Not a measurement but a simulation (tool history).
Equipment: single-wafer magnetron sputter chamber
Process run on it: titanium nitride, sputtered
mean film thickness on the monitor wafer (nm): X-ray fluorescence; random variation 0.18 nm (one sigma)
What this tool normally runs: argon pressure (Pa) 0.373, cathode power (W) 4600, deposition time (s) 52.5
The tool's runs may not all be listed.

run,hour,argon pressure (Pa),cathode power (W),deposition time (s),wafers since the last listed run,wafers on the sputter target,hours since the last manometer calibration,hours since the magnet pack was replaced,hours since the gauge calibration,"read-back reference wafer on the same gauge, thickness_nm",mean film thickness on the monitor wafer (nm)
1,0,0.373,4600,52.5,0,3470,699.5,3726.5,1012.9,38.506,46.941
2,84.8,0.373,4600,52.5,1566,5036,784.3,3811.3,1097.7,38.517,47.105
3,141.6,0.373,4600,52.5,1049,6085,841.1,3868.1,1154.5,38.517,46.929
4,187,0.373,4600,52.5,838,6924,886.5,3913.5,1199.9,38.52,46.448
5,248.5,0.373,4600,52.5,1135,8060,948,3975,1261.4,38.511,46.793
6,333.6,0.373,4600,52.5,1571,9631,1033.1,4060.1,1346.5,38.513,46.04
# hour 348.7: sputter target and shields replaced
7,419,0.373,4600,52.5,1429,1298,1118.5,4145.5,1431.9,38.486,47.298
8,485.9,0.373,4600,52.5,1235,2533,1185.4,4212.4,1498.8,38.498,47.02
9,537.7,0.373,4600,52.5,956,3490,1237.2,4264.2,1550.6,38.5,47.064
10,587.9,0.373,4600,52.5,927,4417,1287.4,4314.4,1600.8,38.523,47.105
11,643.5,0.373,4600,52.5,1026,5444,1343,4370,1656.4,38.521,46.711
# hour 725.9: magnet pack replaced
12,796.3,0.373,4600,47.6,2674,8118,1495.8,70.4,1809.2,38.511,42.406
13,870.8,0.373,4600,52.5,1375,9494,1570.3,144.9,1883.7,38.495,45.987
14,933.3,0.373,4600,46.5,1154,10648,1632.8,207.4,1946.2,38.488,40.454
# hour 965.4: sputter target and shields replaced
15,1030.9,0.373,5450,60.4,1654,1209,1730.4,305,2043.8,38.49,65.441
# hour 1118.9: capacitance manometer re-zeroed and calibrated
16,1130.4,0.42,4600,44.8,1689,2899,11.5,404.5,2143.3,38.489,39.115
17,1229.8,0.373,4600,52.5,1835,4735,110.9,503.9,2242.7,38.491,46.788
18,1277.8,0.456,4300,60.5,886,5621,158.9,551.9,2290.7,38.492,48.665
19,1359.6,0.26,4100,55.3,1510,7132,240.7,633.7,2372.5,38.501,45.107
# hour 1402.1: gauge calibrated
20,1453.9,0.373,5650,52.5,1741,8874,335,728,51.8,38.516,56.556
21,1539.1,0.256,4600,52.5,1573,10447,420.2,813.2,137,38.468,47.192
# hour 1587.5: sputter target and shields replaced
22,1836,0.373,4600,59.3,5335,4590,717.1,1110.1,433.9,38.489,52.89
23,1923.9,0.373,4600,52.5,1623,6213,805,1198,521.8,38.522,46.245
24,1984.4,0.299,3500,61.2,1117,7330,865.5,1258.5,582.3,38.507,42.099
25,2072.1,0.373,4600,52.5,1619,8950,953.2,1346.2,670,38.477,45.9
# hour 2163.8: sputter target and shields replaced
26,2167.1,0.285,4600,52.5,1606,61,1048.2,1441.2,765,38.523,48.337
27,2292.6,0.373,4600,52.5,2317,2379,1173.7,1566.7,890.5,38.486,47.095
28,2367.4,0.373,4250,52.5,1381,3760,1248.5,1641.5,965.3,38.512,43.602
29,2405.8,0.507,4200,43.7,709,4470,1286.9,1679.9,1003.7,38.498,34.033
30,2454.3,0.373,4900,52.5,895,5365,1335.4,1728.4,1052.2,38.522,50.048
# hour 2510.6: capacitance manometer re-zeroed and calibrated
31,2528.2,0.373,4600,52.5,1217,6582,17.6,1802.3,1126.1,38.52,45.648
32,2591.9,0.373,4600,52.5,1176,7759,81.3,1866,1189.8,38.504,45.422
33,2664.1,0.373,4600,52.5,1333,9092,153.5,1938.2,1262,38.499,44.817
# hour 2689: sputter target and shields replaced
34,2729,0.373,3450,44.7,1050,739,218.4,2003.1,1326.9,38.51,29.918

Hidden state at the last listed run before each entry between runs and at the first one after, where it differs:
In the gap between runs 6 and 7: sputter target and shields replaced (hour 348.7)
  deposition rate above that of a new target (%): -3.4 -> -0.751; true argon pressure above the setpoint (%): -11.6 -> -12.4
  the result without the hidden state subtracted from the measured one, mean film thickness on the monitor wafer (nm): -0.913 -> +0.399
In the gap between runs 11 and 12: magnet pack replaced (hour 725.9)
  deposition rate above that of a new target (%): -1.73 -> -3.09; true argon pressure above the setpoint (%): -14.4 -> -15.8
  the result without the hidden state subtracted from the measured one, mean film thickness on the monitor wafer (nm): +0.056 -> -0.465
In the gap between runs 14 and 15: sputter target and shields replaced (hour 965.4)
  deposition rate above that of a new target (%): -4.79 -> -0.0662; true argon pressure above the setpoint (%): -17.1 -> -18
  the result without the hidden state subtracted from the measured one, mean film thickness on the monitor wafer (nm): -1.103 -> +1.466
In the gap between runs 15 and 16: capacitance manometer re-zeroed and calibrated (hour 1118.9)
  deposition rate above that of a new target (%): -0.0662 -> -0.341; true argon pressure above the setpoint (%): -18 -> -1.26
  the result without the hidden state subtracted from the measured one, mean film thickness on the monitor wafer (nm): +1.466 -> -0.062
In the gap between runs 19 and 20: gauge calibrated (hour 1402.1)
  deposition rate above that of a new target (%): -1.88 -> -2.87; true argon pressure above the setpoint (%): -3.37 -> -4.24
  the result without the hidden state subtracted from the measured one, mean film thickness on the monitor wafer (nm): -0.717 -> -1.356
In the gap between runs 21 and 22: sputter target and shields replaced (hour 1587.5)
  deposition rate above that of a new target (%): -3.96 -> -1.68; true argon pressure above the setpoint (%): -5.02 -> -7.75
  the result without the hidden state subtracted from the measured one, mean film thickness on the monitor wafer (nm): -1.717 -> -0.368
In the gap between runs 25 and 26: sputter target and shields replaced (hour 2163.8)
  deposition rate above that of a new target (%): -3.75 -> -0.916; true argon pressure above the setpoint (%): -9.91 -> -10.8
  the result without the hidden state subtracted from the measured one, mean film thickness on the monitor wafer (nm): -1.183 -> +0.086
In the gap between runs 30 and 31: capacitance manometer re-zeroed and calibrated (hour 2510.6)
  deposition rate above that of a new target (%): -1.93 -> -2.51; true argon pressure above the setpoint (%): -13.4 -> 2.75
  the result without the hidden state subtracted from the measured one, mean film thickness on the monitor wafer (nm): -0.104 -> -1.34
In the gap between runs 33 and 34: sputter target and shields replaced (hour 2689)
  deposition rate above that of a new target (%): -3.91 -> -0.863; true argon pressure above the setpoint (%): 1.5 -> 0.902
  the result without the hidden state subtracted from the measured one, mean film thickness on the monitor wafer (nm): -1.916 -> -0.296
